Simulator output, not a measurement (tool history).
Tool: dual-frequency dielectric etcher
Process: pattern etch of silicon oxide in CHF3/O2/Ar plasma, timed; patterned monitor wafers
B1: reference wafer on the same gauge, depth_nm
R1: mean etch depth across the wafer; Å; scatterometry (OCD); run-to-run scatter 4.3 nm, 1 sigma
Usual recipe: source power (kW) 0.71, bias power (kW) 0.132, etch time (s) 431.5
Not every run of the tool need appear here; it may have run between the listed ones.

run 1 hour=0 | source_power_(kW)=0.71 bias_power_(kW)=0.132 etch_time_(s)=374.5 | B1=671.4 | R1=6506
run 2 hour=60.8 | source_power_(kW)=0.71 bias_power_(kW)=0.132 etch_time_(s)=374.5 | B1=671.6 | R1=6484
run 3 hour=159 | source_power_(kW)=0.71 bias_power_(kW)=0.132 etch_time_(s)=374.5 | B1=670.8 | R1=6529
run 4 hour=203.5 | source_power_(kW)=0.71 bias_power_(kW)=0.154 etch_time_(s)=431.5 | B1=671.9 | R1=7891
run 5 hour=287.5 | source_power_(kW)=0.71 bias_power_(kW)=0.154 etch_time_(s)=431.5 | B1=671.9 | R1=7926
run 6 hour=346.7 | source_power_(kW)=0.71 bias_power_(kW)=0.154 etch_time_(s)=431.5 | B1=671 | R1=8046
run 7 hour=397.1 | source_power_(kW)=0.71 bias_power_(kW)=0.132 etch_time_(s)=431.5 | B1=672.3 | R1=7683
-- hour=514.3 wet clean of the chamber
run 8 hour=644.9 | source_power_(kW)=0.71 bias_power_(kW)=0.132 etch_time_(s)=431.5 | B1=672.4 | R1=7436
run 9 hour=933.1 | source_power_(kW)=0.71 bias_power_(kW)=0.132 etch_time_(s)=431.5 | B1=672.8 | R1=7644
-- hour=948.9 gauge calibrated
run 10 hour=981.9 | source_power_(kW)=0.71 bias_power_(kW)=0.132 etch_time_(s)=364 | B1=672 | R1=6438
-- hour=1034 wet clean of the chamber
run 11 hour=1034.5 | source_power_(kW)=0.71 bias_power_(kW)=0.132 etch_time_(s)=364 | B1=672.4 | R1=6289
run 12 hour=1079.9 | source_power_(kW)=0.71 bias_power_(kW)=0.132 etch_time_(s)=363.5 | B1=672.2 | R1=6256
run 13 hour=1164.2 | source_power_(kW)=0.71 bias_power_(kW)=0.132 etch_time_(s)=363.5 | B1=671.8 | R1=6334
run 14 hour=1251.6 | source_power_(kW)=0.71 bias_power_(kW)=0.132 etch_time_(s)=431.5 | B1=673.7 | R1=7573
-- hour=1298.7 upper electrode replaced, of another model than before
run 15 hour=1299.2 | source_power_(kW)=0.6 bias_power_(kW)=0.119 etch_time_(s)=490 | B1=672.7 | R1=8077
run 16 hour=1393.1 | source_power_(kW)=0.86 bias_power_(kW)=0.119 etch_time_(s)=511.5 | B1=672.4 | R1=9177
-- hour=1403.1 bias power generator calibrated
run 17 hour=1467.6 | source_power_(kW)=0.71 bias_power_(kW)=0.132 etch_time_(s)=476.5 | B1=672.6 | R1=8590
run 18 hour=1545.3 | source_power_(kW)=0.71 bias_power_(kW)=0.151 etch_time_(s)=431.5 | B1=670.8 | R1=7965
run 19 hour=1603.8 | source_power_(kW)=0.71 bias_power_(kW)=0.132 etch_time_(s)=431.5 | B1=672.2 | R1=7890
-- hour=1679.7 wet clean of the chamber
-- hour=1689 source power generator calibrated
run 20 hour=1693.5 | source_power_(kW)=0.79 bias_power_(kW)=0.132 etch_time_(s)=337.5 | B1=672.9 | R1=5969
run 21 hour=1736.4 | source_power_(kW)=0.62 bias_power_(kW)=0.117 etch_time_(s)=320 | B1=673.6 | R1=5283
run 22 hour=1994.4 | source_power_(kW)=0.71 bias_power_(kW)=0.132 etch_time_(s)=431.5 | B1=673 | R1=7606
run 23 hour=2032.4 | source_power_(kW)=0.71 bias_power_(kW)=0.105 etch_time_(s)=431.5 | B1=672.7 | R1=7337
run 24 hour=2093.5 | source_power_(kW)=0.76 bias_power_(kW)=0.132 etch_time_(s)=550 | B1=670.9 | R1=9935
run 25 hour=2165.6 | source_power_(kW)=0.71 bias_power_(kW)=0.132 etch_time_(s)=364 | B1=671.9 | R1=6534
run 26 hour=2218.8 | source_power_(kW)=0.71 bias_power_(kW)=0.118 etch_time_(s)=537 | B1=672 | R1=9428
-- hour=2251.2 wet clean of the chamber
run 27 hour=2292.8 | source_power_(kW)=0.71 bias_power_(kW)=0.11 etch_time_(s)=380.5 | B1=670.9 | R1=6384

Predict each of these 5 candidate next runs independently; none follows another, all start after run 27:
run A hour=2293.3 | source_power_(kW)=0.71 bias_power_(kW)=0.132 etch_time_(s)=431.5 | B1=? | R1=?
run B hour=2293.3 | source_power_(kW)=0.88 bias_power_(kW)=0.147 etch_time_(s)=387 | B1=? | R1=?
run C hour=2293.3 | source_power_(kW)=0.71 bias_power_(kW)=0.132 etch_time_(s)=367 | B1=? | R1=?
run D hour=2293.3 | source_power_(kW)=0.58 bias_power_(kW)=0.151 etch_time_(s)=431.5 | B1=? | R1=?
run E hour=2293.3 | source_power_(kW)=0.71 bias_power_(kW)=0.123 etch_time_(s)=527.5 | B1=? | R1=?

run=A B1=671.6 R1=7471
run=B B1=671.6 R1=7159
run=C B1=671.6 R1=6355
run=D B1=671.6 R1=7395
run=E B1=671.6 R1=9010
Without the tool's hidden state the same runs would have given:
run=A R1=7414
run=B R1=7103
run=C R1=6305
run=D R1=7338
run=E R1=8940
